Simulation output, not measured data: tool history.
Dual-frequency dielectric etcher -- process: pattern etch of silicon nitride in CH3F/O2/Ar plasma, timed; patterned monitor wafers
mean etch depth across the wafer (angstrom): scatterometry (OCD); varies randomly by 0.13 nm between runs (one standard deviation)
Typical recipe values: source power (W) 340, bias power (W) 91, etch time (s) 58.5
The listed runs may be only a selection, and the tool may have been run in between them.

run,day,source power (W),bias power (W),etch time (s),wafers since the last listed run,hours since the last wet clean,hours since the last source power generator calibration,hours since the last bias power generator calibration,hours since the last upper electrode change,hours since the gauge calibration,"read-back reference wafer on the same gauge, depth_nm",mean etch depth across the wafer (angstrom)
1,0,340,91,58.5,0,383.4,1121,2913,2460,575.9,52,428.1
# day 1.321: wet clean of the chamber
2,1.342,340,91,58.5,82,0.5,1153.2,2945.2,2492.2,608.1,52.01,431.2
3,1.458,340,91,58.5,28,3.3,1156,2948,2495,610.9,52.02,434
4,2.583,340,91,58.5,271,30.3,1183,2975,2522,637.9,52.02,435.3
5,3.933,340,91,58.5,326,62.7,1215.4,3007.4,2554.4,670.3,52.03,432.7
6,4.754,340,91,58.5,198,82.4,1235.1,3027.1,2574.1,690,52,432.6
7,5.504,340,91,58.5,181,100.4,1253.1,3045.1,2592.1,708,52.03,434.6
8,7.558,340,91,58.5,496,149.7,1302.4,3094.4,2641.4,757.3,52.02,430.7
9,9.038,340,91,58.5,357,185.2,1337.9,3129.9,2676.9,792.8,51.98,431.3
10,9.946,340,91,58.5,219,207,1359.7,3151.7,2698.7,814.6,51.98,430.7
# day 10.029: gauge calibrated
11,10.617,340,91,58.5,162,223.1,1375.8,3167.8,2714.8,14.1,52,431.5
12,11.721,340,91,58.5,266,249.6,1402.3,3194.3,2741.3,40.6,52,429.7
13,12.958,340,91,58.5,299,279.3,1432,3224,2771,70.3,52,430.8
14,14.05,340,91,58.5,263,305.5,1458.2,3250.2,2797.2,96.5,52,429.9
15,15.025,340,91,58.5,235,328.9,1481.6,3273.6,2820.6,119.9,52,428.2
# day 16.375: source power generator calibrated
# day 16.942: wet clean of the chamber
16,16.962,340,91,58.5,290,0.5,14.1,3320.1,2867.1,166.4,51.97,433.4
17,17.192,260,114,43.5,55,6,19.6,3325.6,2872.6,171.9,52.01,325.6
18,17.942,340,91,58.5,181,24,37.6,3343.6,2890.6,189.9,51.98,432.1
19,18.683,420,91,58.5,179,41.8,55.4,3361.4,2908.4,207.7,52.03,464.3
20,19.812,340,91,76,272,68.9,82.5,3388.5,2935.5,234.8,52.02,560.9
# day 20.375: bias power generator calibrated
21,20.567,340,91,58.5,142,87,100.6,4.6,2953.6,252.9,52.02,432.2
22,21.488,340,91,58.5,222,109.1,122.7,26.7,2975.7,275,52,432.5
# day 22.858: upper electrode replaced
23,22.879,340,78,51.5,94,142.5,156.1,60.1,0.5,308.4,52.02,355.5
24,22.896,340,98,52,4,142.9,156.5,60.5,0.9,308.8,52,393.9
25,23.546,340,91,45,157,158.5,172.1,76.1,16.5,324.4,52,331.1
26,24.708,260,73,75,281,186.4,200,104,44.4,352.3,52.01,458
27,25.825,300,84,58.5,269,213.2,226.8,130.8,71.2,379.1,51.98,398.2
28,27.104,340,91,58.5,309,243.9,257.5,161.5,101.9,409.8,52.01,432.6
29,27.992,340,98,52,214,265.2,278.8,182.8,123.2,431.1,52.01,393.5
30,28.617,370,83,49,151,280.2,293.8,197.8,138.2,446.1,52.01,357.6
31,29.629,270,99,68,244,304.5,318.1,222.1,162.5,470.4,51.99,480.4

Each row is a separate what-if for the run after 31, all from the same tool condition, not one after another. Results?
A,29.646,340,91,65.5,4,304.9,318.5,222.5,162.9,470.8,?,?
B,29.646,290,91,58.5,4,304.9,318.5,222.5,162.9,470.8,?,?
C,29.646,340,73,58.5,4,304.9,318.5,222.5,162.9,470.8,?,?

run,"read-back reference wafer on the same gauge, depth_nm",mean etch depth across the wafer (angstrom)
A,52.01,481.5
B,52.01,407.8
C,52.01,392.7
Take away the tool's hidden state, keep each run's random variation, and the runs would have read:
run,mean etch depth across the wafer (angstrom)
A,486.8
B,412.3
C,397.1
